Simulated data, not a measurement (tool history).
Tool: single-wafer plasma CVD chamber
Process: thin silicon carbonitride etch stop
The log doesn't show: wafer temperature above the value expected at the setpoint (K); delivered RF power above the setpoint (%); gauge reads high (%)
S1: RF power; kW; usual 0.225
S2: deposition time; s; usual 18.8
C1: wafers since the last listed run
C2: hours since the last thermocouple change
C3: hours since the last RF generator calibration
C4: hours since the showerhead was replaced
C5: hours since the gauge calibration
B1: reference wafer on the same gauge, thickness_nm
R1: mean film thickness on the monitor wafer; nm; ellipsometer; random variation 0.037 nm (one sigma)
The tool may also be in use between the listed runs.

run	hour	S1	S2	C1	C2	C3	C4	C5	B1	R1
1	0	0.225	18.8	0	1980.2	356.2	6330.4	527.5	9.098	10.631
2	50.8	0.225	18.8	1178	2031	407	6381.2	578.3	9.098	10.634
3	90.2	0.225	18	914	2070.4	446.4	6420.6	617.7	9.094	10.146
4	167.4	0.225	18	1791	2147.6	523.6	6497.8	694.9	9.091	10.147
5	215.7	0.225	18	1120	2195.9	571.9	6546.1	743.2	9.103	10.136
6	318.8	0.225	16.4	2392	2299	675	6649.2	846.3	9.105	9.259
7	420.7	0.225	16.4	2364	2400.9	776.9	6751.1	948.2	9.09	9.278
8	464	0.225	16.4	1004	2444.2	820.2	6794.4	991.5	9.105	9.23
9	530.2	0.225	21.6	1536	2510.4	886.4	6860.6	1057.7	9.097	12.13
# hour 557.3: showerhead replaced
10	623.3	0.225	21.6	1974	2603.5	979.5	66	1150.8	9.094	12.1
11	668.6	0.225	22.3	1051	2648.8	1024.8	111.3	1196.1	9.101	12.536
# hour 695: gauge calibrated
12	762.6	0.265	21.6	2181	2742.8	1118.8	205.3	67.6	9.101	12.846
13	805.1	0.195	15.7	986	2785.3	1161.3	247.8	110.1	9.096	8.315
# hour 848.9: thermocouple changed; heater temperature recalibrated
14	854.9	0.225	18.8	969	6	1211.1	297.6	159.9	9.116	10.537
15	904.2	0.225	18.8	1143	55.3	1260.4	346.9	209.2	9.097	10.504
16	945.2	0.225	17.3	951	96.3	1301.4	387.9	250.2	9.1	9.617
# hour 1047: RF generator calibrated
17	1048.7	0.24	21.6	2215	199.8	1.7	491.4	353.7	9.1	12.613
18	1325.9	0.225	18.8	6431	477	278.9	768.6	630.9	9.106	10.691
19	1362.9	0.27	21.8	858	514	315.9	805.6	667.9	9.095	13.121
20	1459	0.25	18.8	2229	610.1	412	901.7	764	9.092	10.993

Forecast each of these 3 alternatives for the next run:
A	1459.4	0.225	18.8	9	610.5	412.4	902.1	764.4	?	?
B	1459.4	0.24	17.1	9	610.5	412.4	902.1	764.4	?	?
C	1459.4	0.245	16.7	9	610.5	412.4	902.1	764.4	?	?

run	B1	R1
A	9.101	10.563
B	9.101	9.831
C	9.101	9.671
Without the tool's hidden state the same runs would have given:
run	R1
A	10.696
B	9.954
C	9.792

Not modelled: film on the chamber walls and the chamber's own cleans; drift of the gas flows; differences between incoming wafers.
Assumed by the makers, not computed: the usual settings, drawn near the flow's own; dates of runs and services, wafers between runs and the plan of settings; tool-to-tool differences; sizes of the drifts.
